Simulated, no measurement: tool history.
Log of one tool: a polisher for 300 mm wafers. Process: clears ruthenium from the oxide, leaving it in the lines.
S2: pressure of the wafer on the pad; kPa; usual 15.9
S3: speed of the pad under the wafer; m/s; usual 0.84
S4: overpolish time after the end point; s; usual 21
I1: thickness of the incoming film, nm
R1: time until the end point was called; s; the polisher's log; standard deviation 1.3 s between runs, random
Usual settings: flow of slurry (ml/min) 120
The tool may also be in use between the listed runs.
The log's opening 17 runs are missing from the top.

-- day=32.967 slurry nozzle cleaned
run 18 day=34.504 | flow_of_slurry_(ml/min)=120 S2=11 S3=1.12 S4=21 | I1=105.7 | R1=105.8
run 19 day=35.875 | flow_of_slurry_(ml/min)=160 S2=13.1 S3=0.84 S4=11 | I1=105.7 | R1=111.6
-- day=37.508 worn pad replaced by a new one
-- day=38.071 head pressure recalibrated
run 20 day=38.504 | flow_of_slurry_(ml/min)=120 S2=15.9 S3=0.84 S4=21 | I1=103.3 | R1=87.3
run 21 day=40.092 | flow_of_slurry_(ml/min)=100 S2=15.9 S3=0.84 S4=21 | I1=104.4 | R1=91.3
run 22 day=42.229 | flow_of_slurry_(ml/min)=105 S2=13.8 S3=1.08 S4=21 | I1=107.1 | R1=84.4
run 23 day=44.658 | flow_of_slurry_(ml/min)=100 S2=15.9 S3=0.74 S4=9 | I1=105.8 | R1=107.2
run 24 day=45.942 | flow_of_slurry_(ml/min)=90 S2=15.9 S3=1.02 S4=21 | I1=103.9 | R1=79.9
run 25 day=47.679 | flow_of_slurry_(ml/min)=85 S2=19.3 S3=0.98 S4=21 | I1=104.8 | R1=70.5
-- day=47.725 slurry nozzle cleaned
run 26 day=48.783 | flow_of_slurry_(ml/min)=120 S2=15.9 S3=0.84 S4=21 | I1=104.6 | R1=94.5
-- day=51.858 worn pad replaced by a new one
run 27 day=52.296 | flow_of_slurry_(ml/min)=145 S2=15.9 S3=0.96 S4=14 | I1=104.8 | R1=75.4
run 28 day=53.625 | flow_of_slurry_(ml/min)=120 S2=15.9 S3=0.84 S4=21 | I1=106.2 | R1=90.5
run 29 day=56.271 | flow_of_slurry_(ml/min)=120 S2=15.9 S3=0.84 S4=9 | I1=105.7 | R1=91.3
run 30 day=58.312 | flow_of_slurry_(ml/min)=120 S2=15.9 S3=0.84 S4=21 | I1=104 | R1=90
run 31 day=59.467 | flow_of_slurry_(ml/min)=110 S2=19.3 S3=1.08 S4=14 | I1=104.7 | R1=60.6
run 32 day=61.1 | flow_of_slurry_(ml/min)=135 S2=18.6 S3=0.7 S4=33 | I1=105.9 | R1=96.8
-- day=63.779 slurry nozzle cleaned
run 33 day=64.1 | flow_of_slurry_(ml/min)=140 S2=15.9 S3=0.84 S4=25 | I1=106.3 | R1=94.1
-- day=65.221 worn pad replaced by a new one
run 34 day=66.762 | flow_of_slurry_(ml/min)=120 S2=10.3 S3=0.74 S4=31 | I1=104.1 | R1=151.3
run 35 day=68.367 | flow_of_slurry_(ml/min)=120 S2=19.3 S3=0.84 S4=17 | I1=102.8 | R1=72.1
run 36 day=70.833 | flow_of_slurry_(ml/min)=80 S2=14.5 S3=0.68 S4=21 | I1=106.1 | R1=129.4

What if the next run were any one of these 4? Each begins from the tool's condition after run 36:
run A day=70.854 | flow_of_slurry_(ml/min)=120 S2=15.9 S3=0.84 S4=21 | I1=107.3 | R1=?
run B day=70.854 | flow_of_slurry_(ml/min)=95 S2=15.9 S3=0.66 S4=21 | I1=107.3 | R1=?
run C day=70.854 | flow_of_slurry_(ml/min)=120 S2=15.9 S3=0.84 S4=34 | I1=107.3 | R1=?
run D day=70.854 | flow_of_slurry_(ml/min)=120 S2=17.9 S3=0.84 S4=21 | I1=107.3 | R1=?

run=A R1=92.4
run=B R1=121.3
run=C R1=92.4
run=D R1=81.9
With the hidden condition removed and each run's random variation left untouched, the same runs would have given:
run=A R1=90.5
run=B R1=118.8
run=C R1=90.5
run=D R1=80.2
